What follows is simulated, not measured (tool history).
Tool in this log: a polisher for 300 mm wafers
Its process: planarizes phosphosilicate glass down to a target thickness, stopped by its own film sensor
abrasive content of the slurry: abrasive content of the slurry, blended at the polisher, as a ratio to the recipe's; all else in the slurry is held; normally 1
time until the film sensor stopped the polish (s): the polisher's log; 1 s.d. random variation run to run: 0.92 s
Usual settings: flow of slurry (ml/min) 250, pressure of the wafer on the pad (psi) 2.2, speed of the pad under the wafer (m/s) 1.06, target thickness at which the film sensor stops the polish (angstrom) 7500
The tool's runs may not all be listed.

run,hour,flow of slurry (ml/min),pressure of the wafer on the pad (psi),speed of the pad under the wafer (m/s),abrasive content of the slurry,target thickness at which the film sensor stops the polish (angstrom),"incoming thickness of the incoming film, nm",time until the film sensor stopped the polish (s)
1,0,250,2.2,1.06,1,7500,1213.4,87.2
2,36.5,250,2.2,1.06,1,7500,1225.3,89.6
3,95.8,250,2.6,1.18,1.2,6120,1198,70.4
4,129.4,250,1.9,1.06,1.1,6310,1236.1,113.6
5,197.9,250,2.2,1.06,1,7500,1231.3,83.3
6,239.3,250,2.2,1.06,1,6720,1225.6,98.4
7,305.4,250,2.2,1.06,1,7500,1215.1,83.9
8,331.9,250,2.2,1.06,1.1,7500,1210.4,78.5
9,393.8,250,2.2,1.06,1,7500,1243.6,91.5
10,460.1,250,1.7,0.74,1,8740,1196.5,99.6
11,491,250,2.2,1.06,1,8950,1216.5,55
12,550.5,315,2.2,0.76,1,7500,1223.7,101.7
13,583.5,180,2.2,1.24,0.75,7500,1200.9,82.6
14,639.9,285,2.2,1.32,0.85,9120,1218.8,48.3
15,732.3,250,2.2,1.06,1,7500,1240.8,86.6
16,779.4,250,2,0.94,1,8180,1219.8,85.1
17,808.1,185,2.2,1.06,1.1,8690,1228.3,62.5
18,849.3,315,2.2,1.4,1,8410,1209.6,54.8
19,919.9,250,2.2,1.06,1,7500,1217.3,87.7
20,948.4,250,2.2,1.06,1,7500,1210.4,90.8
21,989.3,330,2.2,1.06,1,7500,1205.1,75.2
22,1051.7,250,2.7,1.06,1.25,7500,1222.4,58.4
23,1085.3,250,2.2,0.8,1,7500,1210.3,95.3
24,1128.8,195,2.5,1.06,0.85,9000,1229.2,55.3
25,1197.5,250,2.7,1.24,0.75,6160,1200.8,86.7

Put back what was entered between runs (12 entries, withheld): which listed runs does each sit between, and how does the hidden state differ from the listed run before to the listed run after?
Logged between run 1 and run 2: slurry nozzle cleaned (hour 19.9)
  time polished since the conditioner stopped cutting, s: 305 -> 354
  measured minus no-state result, time until the film sensor stopped the polish (s): +10.3 -> +11.9
Logged between run 2 and run 3: conditioning disc replaced and pad reconditioned (hour 47.9)
  time polished since the conditioner stopped cutting, s: 354 -> 54.5
  measured minus no-state result, time until the film sensor stopped the polish (s): +11.9 -> +2.2
Logged between run 4 and run 5: worn pad replaced by a new one (hour 174.7)
  time polished since the conditioner stopped cutting, s: 60.9 -> 84.5
  measured minus no-state result, time until the film sensor stopped the polish (s): +2.8 -> +3.1
Logged between run 6 and run 7: slurry blender recalibrated (hour 298.5)
  time polished since the conditioner stopped cutting, s: 105 -> 150
  measured minus no-state result, time until the film sensor stopped the polish (s): +4.5 -> +5.3
Logged between run 8 and run 9: head pressure recalibrated (hour 339.2)
  time polished since the conditioner stopped cutting, s: 171 -> 229
  measured minus no-state result, time until the film sensor stopped the polish (s): +5.6 -> +8.5
Logged between run 9 and run 10: slurry nozzle cleaned (hour 459.6)
  time polished since the conditioner stopped cutting, s: 229 -> 303
  measured minus no-state result, time until the film sensor stopped the polish (s): +8.5 -> +7.4
Logged between run 10 and run 11: conditioning disc replaced and pad reconditioned (hour 464.1)
  time polished since the conditioner stopped cutting, s: 303 -> 16.6
  measured minus no-state result, time until the film sensor stopped the polish (s): +7.4 -> +0.5
Logged between run 14 and run 15: worn pad replaced by a new one (hour 648.7)
  time polished since the conditioner stopped cutting, s: 61.5 -> 122
  measured minus no-state result, time until the film sensor stopped the polish (s): +1.6 -> +4.5
Logged between run 16 and run 17: slurry blender recalibrated (hour 789.8)
  time polished since the conditioner stopped cutting, s: 163 -> 191
  measured minus no-state result, time until the film sensor stopped the polish (s): +4.9 -> +5
Logged between run 20 and run 21: slurry nozzle cleaned (hour 956.9); conditioning disc replaced and pad reconditioned (hour 971.5)
  time polished since the conditioner stopped cutting, s: 364 -> 8.11
  measured minus no-state result, time until the film sensor stopped the polish (s): +12.4 -> +0.3
Logged between run 24 and run 25: worn pad replaced by a new one (hour 1190.4)
  time polished since the conditioner stopped cutting, s: 44.4 -> 83.5
  measured minus no-state result, time until the film sensor stopped the polish (s): +1.2 -> +4.4

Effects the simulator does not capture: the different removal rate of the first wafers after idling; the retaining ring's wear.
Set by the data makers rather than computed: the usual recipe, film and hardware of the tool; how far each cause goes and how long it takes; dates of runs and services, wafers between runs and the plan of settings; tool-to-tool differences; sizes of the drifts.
